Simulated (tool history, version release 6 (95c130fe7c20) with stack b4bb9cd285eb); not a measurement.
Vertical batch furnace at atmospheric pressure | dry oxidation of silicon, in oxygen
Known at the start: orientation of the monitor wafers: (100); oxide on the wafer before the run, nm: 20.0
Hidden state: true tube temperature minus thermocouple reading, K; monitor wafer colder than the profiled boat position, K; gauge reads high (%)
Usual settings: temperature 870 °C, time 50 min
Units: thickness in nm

run     day  temperature  time  wafers since the last listed run  hours since the last temperature calibration  hours since the boat lift was adjusted  hours since the gauge calibration  read-back reference wafer on the same gauge, thickness  thickness
  1       0          870    50                                 0                                        1667.9                                  4489.9                              572.7                                                   30.61      28.04
  2   2.258          870    50                               662                                        1722.1                                  4544.1                              626.9                                                   30.59      27.97
  3   4.675          870    50                               708                                        1780.1                                  4602.1                              684.9                                                   30.61      28.08
  4   9.229          852    40                              1336                                        1889.4                                  4711.4                              794.2                                                   30.57      25.47
         10  -- gauge calibrated
  5  11.379          852    40                               630                                          1941                                    4763                               33.1                                                   30.59       25.5
  6  13.729          852    40                               689                                        1997.4                                  4819.4                               89.5                                                   30.59      25.42
  7  16.617          870    33                               847                                        2066.7                                  4888.7                              158.8                                                    30.6      25.94
  8  19.488          877    50                               842                                        2135.6                                  4957.6                              227.7                                                    30.6      28.81
  9  22.479          877    50                               877                                        2207.4                                  5029.4                              299.5                                                   30.58       28.8
 10  26.242          877    50                              1103                                        2297.7                                  5119.7                              389.8                                                    30.6       28.8
 11  27.796          870    50                               455                                          2335                                    5157                              427.1                                                   30.59      28.06
 12  29.083          870    50                               377                                        2365.9                                  5187.9                                458                                                   30.62       28.1
 13  30.346          870    50                               370                                        2396.2                                  5218.2                              488.3                                                   30.61      28.08
     33.262  -- thermocouples replaced and temperature profile calibrated
     38.629  -- boat lift adjusted
 14   38.65          870  29.5                              1849                                         129.3                                     0.5                              687.6                                                   30.61       25.2
 15  40.421          870    50                               519                                         171.8                                      43                              730.1                                                    30.6      27.79
 16  42.183          890    50                               517                                         214.1                                    85.3                              772.4                                                    30.6      29.94
 17  44.583          870    50                               704                                         271.7                                   142.9                                830                                                    30.6      27.78

Run 18, settings as shown, results not yet in. Your forecast:
     44.946  -- gauge calibrated
 18  45.721          870    69                               333                                           299                                   170.2                               18.6                                                       ?          ?

{"run 18": {"read-back reference wafer on the same gauge, thickness": 30.61, "thickness": 30.02}}
With the hidden condition absent and the run-to-run variation left alone, this run would have shown thickness 29.94 nm.

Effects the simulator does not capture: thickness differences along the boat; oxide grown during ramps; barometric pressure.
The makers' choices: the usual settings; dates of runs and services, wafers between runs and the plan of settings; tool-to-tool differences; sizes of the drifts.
